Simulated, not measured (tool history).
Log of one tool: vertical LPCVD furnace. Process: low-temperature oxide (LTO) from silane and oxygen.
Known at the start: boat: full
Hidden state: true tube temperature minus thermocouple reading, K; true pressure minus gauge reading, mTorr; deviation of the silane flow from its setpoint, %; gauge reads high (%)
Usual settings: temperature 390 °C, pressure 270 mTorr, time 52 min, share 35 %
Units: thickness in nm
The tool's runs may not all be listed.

run   hour  temperature  pressure  time  share  wafers since the last listed run  hours since the last temperature calibration  hours since the pressure gauge was zeroed  hours since the silane flow controller was replaced  hours since the gauge calibration  read-back reference wafer on the same gauge, thickness  thickness
  1    0.0          390       270    52     35                                 0                                        3817.5                                     2571.6                                               6123.6                               85.3                                                  525.27     460.85
  2    9.1          390       270    52     35                               116                                        3826.6                                     2580.7                                               6132.7                               94.4                                                  525.28     460.62
  3   26.1          390       270    52     35                               218                                        3843.6                                     2597.7                                               6149.7                              111.4                                                  524.96     461.15
  4   43.4          390       270    52     35                               222                                        3860.9                                     2615.0                                               6167.0                              128.7                                                  525.03     461.07
  5   50.7          390       270    52     35                                93                                        3868.2                                     2622.3                                               6174.3                              136.0                                                  524.82     459.78
  6   63.4          390       270    52     35                               163                                        3880.9                                     2635.0                                               6187.0                              148.7                                                  524.73     459.36
  7   74.9          390       270    52     35                               147                                        3892.4                                     2646.5                                               6198.5                              160.2                                                  524.78     461.30
  8   86.2          381       270    52     35                               145                                        3903.7                                     2657.8                                               6209.8                              171.5                                                  524.77     412.97
     111.3  -- silane flow controller replaced
  9  111.8          381       270    52     35                                20                                        3929.3                                     2683.4                                                  0.5                              197.1                                                  524.95     412.49
 10  116.0          381       270    52     35                                53                                        3933.5                                     2687.6                                                  4.7                              201.3                                                  525.03     412.68
 11  129.8          390       270    52     35                               177                                        3947.3                                     2701.4                                                 18.5                              215.1                                                  524.66     460.42
     142.2  -- gauge calibrated
     159.6  -- thermocouples replaced and temperature profile calibrated
 12  160.1          390       270    52     35                                80                                           0.5                                     2731.7                                                 48.8                               17.9                                                  525.07     461.31
 13  164.3          390       270    52     33                                53                                           4.7                                     2735.9                                                 53.0                               22.1                                                  524.84     424.23
 14  174.7          390       270    52     35                               133                                          15.1                                     2746.3                                                 63.4                               32.5                                                  525.11     460.70
     204.5  -- pressure gauge zeroed
 15  205.0          390       270    52     35                                80                                          45.4                                        0.5                                                 93.7                               62.8                                                  525.08     438.98
 16  209.1          390       270    52     29                                52                                          49.5                                        4.6                                                 97.8                               66.9                                                  524.90     334.42
 17  213.3          397       225    61     35                                53                                          53.7                                        8.8                                                102.0                               71.1                                                  525.05     465.10
 18  219.4          390       270    52     35                                78                                          59.8                                       14.9                                                108.1                               77.2                                                  525.08     438.01

Forecast run 19:
 19  232.0          390       270    61     38                               161                                          72.4                                       27.5                                                120.7                               89.8                                                       ?          ?

Run 19 gave read-back reference wafer on the same gauge, thickness 525.15, thickness 574.63 nm.
Without the tool's hidden state the same run would have given thickness 573.75 nm.

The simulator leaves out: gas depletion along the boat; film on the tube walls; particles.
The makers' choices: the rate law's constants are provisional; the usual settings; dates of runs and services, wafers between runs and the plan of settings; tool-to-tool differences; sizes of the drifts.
